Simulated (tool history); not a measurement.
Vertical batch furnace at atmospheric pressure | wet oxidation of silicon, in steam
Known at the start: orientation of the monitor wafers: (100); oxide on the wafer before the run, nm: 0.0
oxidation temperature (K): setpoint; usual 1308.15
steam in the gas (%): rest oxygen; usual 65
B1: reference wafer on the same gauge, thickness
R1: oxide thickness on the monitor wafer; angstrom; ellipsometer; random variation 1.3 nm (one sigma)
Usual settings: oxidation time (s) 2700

{"run": 1, "hour": 0.0, "oxidation temperature (K)": 1308.15, "oxidation time (s)": 2700, "steam in the gas (%)": 61, "B1": 387.83, "R1": 3169.1}
{"run": 2, "hour": 25.2, "oxidation temperature (K)": 1308.15, "oxidation time (s)": 2700, "steam in the gas (%)": 61, "B1": 388.19, "R1": 3164.7}
{"run": 3, "hour": 76.8, "oxidation temperature (K)": 1308.15, "oxidation time (s)": 2700, "steam in the gas (%)": 62, "B1": 388.07, "R1": 3186.8}
{"run": 4, "hour": 129.4, "oxidation temperature (K)": 1308.15, "oxidation time (s)": 2700, "steam in the gas (%)": 62, "B1": 387.8, "R1": 3175.0}
{"run": 5, "hour": 190.6, "oxidation temperature (K)": 1308.15, "oxidation time (s)": 2700, "steam in the gas (%)": 65, "B1": 387.88, "R1": 3267.6}
{"hour": 205.6, "done": "gauge calibrated"}
{"run": 6, "hour": 251.7, "oxidation temperature (K)": 1326.15, "oxidation time (s)": 2700, "steam in the gas (%)": 65, "B1": 388.07, "R1": 3718.1}
{"run": 7, "hour": 278.6, "oxidation temperature (K)": 1326.15, "oxidation time (s)": 2700, "steam in the gas (%)": 65, "B1": 387.63, "R1": 3690.3}
{"run": 8, "hour": 319.7, "oxidation temperature (K)": 1326.15, "oxidation time (s)": 2700, "steam in the gas (%)": 65, "B1": 387.85, "R1": 3724.6}
{"run": 9, "hour": 385.7, "oxidation temperature (K)": 1308.15, "oxidation time (s)": 2700, "steam in the gas (%)": 65, "B1": 388.0, "R1": 3302.6}
{"run": 10, "hour": 417.2, "oxidation temperature (K)": 1308.15, "oxidation time (s)": 2700, "steam in the gas (%)": 65, "B1": 387.96, "R1": 3287.1}
{"run": 11, "hour": 474.6, "oxidation temperature (K)": 1308.15, "oxidation time (s)": 2700, "steam in the gas (%)": 65, "B1": 388.1, "R1": 3292.8}
{"run": 12, "hour": 517.7, "oxidation temperature (K)": 1308.15, "oxidation time (s)": 2700, "steam in the gas (%)": 65, "B1": 387.79, "R1": 3288.5}
{"run": 13, "hour": 553.9, "oxidation temperature (K)": 1308.15, "oxidation time (s)": 2700, "steam in the gas (%)": 65, "B1": 388.01, "R1": 3284.6}
{"run": 14, "hour": 585.1, "oxidation temperature (K)": 1308.15, "oxidation time (s)": 2700, "steam in the gas (%)": 65, "B1": 388.11, "R1": 3300.5}
{"run": 15, "hour": 630.2, "oxidation temperature (K)": 1308.15, "oxidation time (s)": 2700, "steam in the gas (%)": 65, "B1": 388.13, "R1": 3305.5}
{"hour": 660.8, "done": "thermocouples replaced and temperature profile calibrated"}
{"run": 16, "hour": 737.8, "oxidation temperature (K)": 1308.15, "oxidation time (s)": 2700, "steam in the gas (%)": 61, "B1": 387.82, "R1": 3169.6}
{"run": 17, "hour": 781.7, "oxidation temperature (K)": 1332.15, "oxidation time (s)": 1650, "steam in the gas (%)": 55, "B1": 387.99, "R1": 2482.5}
{"run": 18, "hour": 827.3, "oxidation temperature (K)": 1308.15, "oxidation time (s)": 2700, "steam in the gas (%)": 76, "B1": 388.12, "R1": 3662.6}
{"run": 19, "hour": 897.2, "oxidation temperature (K)": 1308.15, "oxidation time (s)": 3690, "steam in the gas (%)": 65, "B1": 387.91, "R1": 4065.2}
{"run": 20, "hour": 950.1, "oxidation temperature (K)": 1308.15, "oxidation time (s)": 2700, "steam in the gas (%)": 72, "B1": 387.76, "R1": 3524.0}
{"run": 21, "hour": 1008.6, "oxidation temperature (K)": 1317.15, "oxidation time (s)": 1710, "steam in the gas (%)": 73, "B1": 387.79, "R1": 2768.7}
{"run": 22, "hour": 1039.3, "oxidation temperature (K)": 1308.15, "oxidation time (s)": 2700, "steam in the gas (%)": 61, "B1": 387.84, "R1": 3157.7}
{"run": 23, "hour": 1105.8, "oxidation temperature (K)": 1308.15, "oxidation time (s)": 2700, "steam in the gas (%)": 65, "B1": 388.18, "R1": 3290.2}
{"hour": 1156.6, "done": "steam generator serviced"}
{"run": 24, "hour": 1171.1, "oxidation temperature (K)": 1308.15, "oxidation time (s)": 2160, "steam in the gas (%)": 60, "B1": 387.79, "R1": 2689.1}
{"run": 25, "hour": 1224.5, "oxidation temperature (K)": 1284.15, "oxidation time (s)": 2700, "steam in the gas (%)": 61, "B1": 387.88, "R1": 2639.6}
{"run": 26, "hour": 1268.5, "oxidation temperature (K)": 1308.15, "oxidation time (s)": 2070, "steam in the gas (%)": 65, "B1": 387.98, "R1": 2754.8}
{"run": 27, "hour": 1298.7, "oxidation temperature (K)": 1300.15, "oxidation time (s)": 3840, "steam in the gas (%)": 65, "B1": 387.81, "R1": 3945.2}
{"run": 28, "hour": 1357.7, "oxidation temperature (K)": 1308.15, "oxidation time (s)": 2700, "steam in the gas (%)": 65, "B1": 387.66, "R1": 3298.0}
{"run": 29, "hour": 1416.4, "oxidation temperature (K)": 1308.15, "oxidation time (s)": 2700, "steam in the gas (%)": 65, "B1": 388.0, "R1": 3286.1}
{"run": 30, "hour": 1469.7, "oxidation temperature (K)": 1308.15, "oxidation time (s)": 1830, "steam in the gas (%)": 65, "B1": 387.9, "R1": 2525.5}
{"run": 31, "hour": 1514.4, "oxidation temperature (K)": 1308.15, "oxidation time (s)": 2700, "steam in the gas (%)": 65, "B1": 388.09, "R1": 3287.8}
{"run": 32, "hour": 1577.8, "oxidation temperature (K)": 1308.15, "oxidation time (s)": 2700, "steam in the gas (%)": 65, "B1": 387.79, "R1": 3278.6}
{"run": 33, "hour": 1605.3, "oxidation temperature (K)": 1293.15, "oxidation time (s)": 3480, "steam in the gas (%)": 57, "B1": 388.16, "R1": 3226.6}
{"run": 34, "hour": 1632.7, "oxidation temperature (K)": 1332.15, "oxidation time (s)": 1860, "steam in the gas (%)": 53, "B1": 387.99, "R1": 2640.7}
{"run": 35, "hour": 1675.7, "oxidation temperature (K)": 1308.15, "oxidation time (s)": 2700, "steam in the gas (%)": 65, "B1": 387.93, "R1": 3294.3}
{"run": 36, "hour": 1725.1, "oxidation temperature (K)": 1308.15, "oxidation time (s)": 3450, "steam in the gas (%)": 59, "B1": 387.87, "R1": 3652.7}
{"run": 37, "hour": 1787.6, "oxidation temperature (K)": 1289.15, "oxidation time (s)": 2070, "steam in the gas (%)": 71, "B1": 387.79, "R1": 2531.5}
{"run": 38, "hour": 1857.7, "oxidation temperature (K)": 1308.15, "oxidation time (s)": 2700, "steam in the gas (%)": 65, "B1": 388.12, "R1": 3289.6}

What the log doesn't show, run by run:
true tube temperature minus thermocouple reading, K: 0 in every run
steam share off its setpoint, % of the setpoint: 0 in every run
gauge reads high (%): 0 in every run
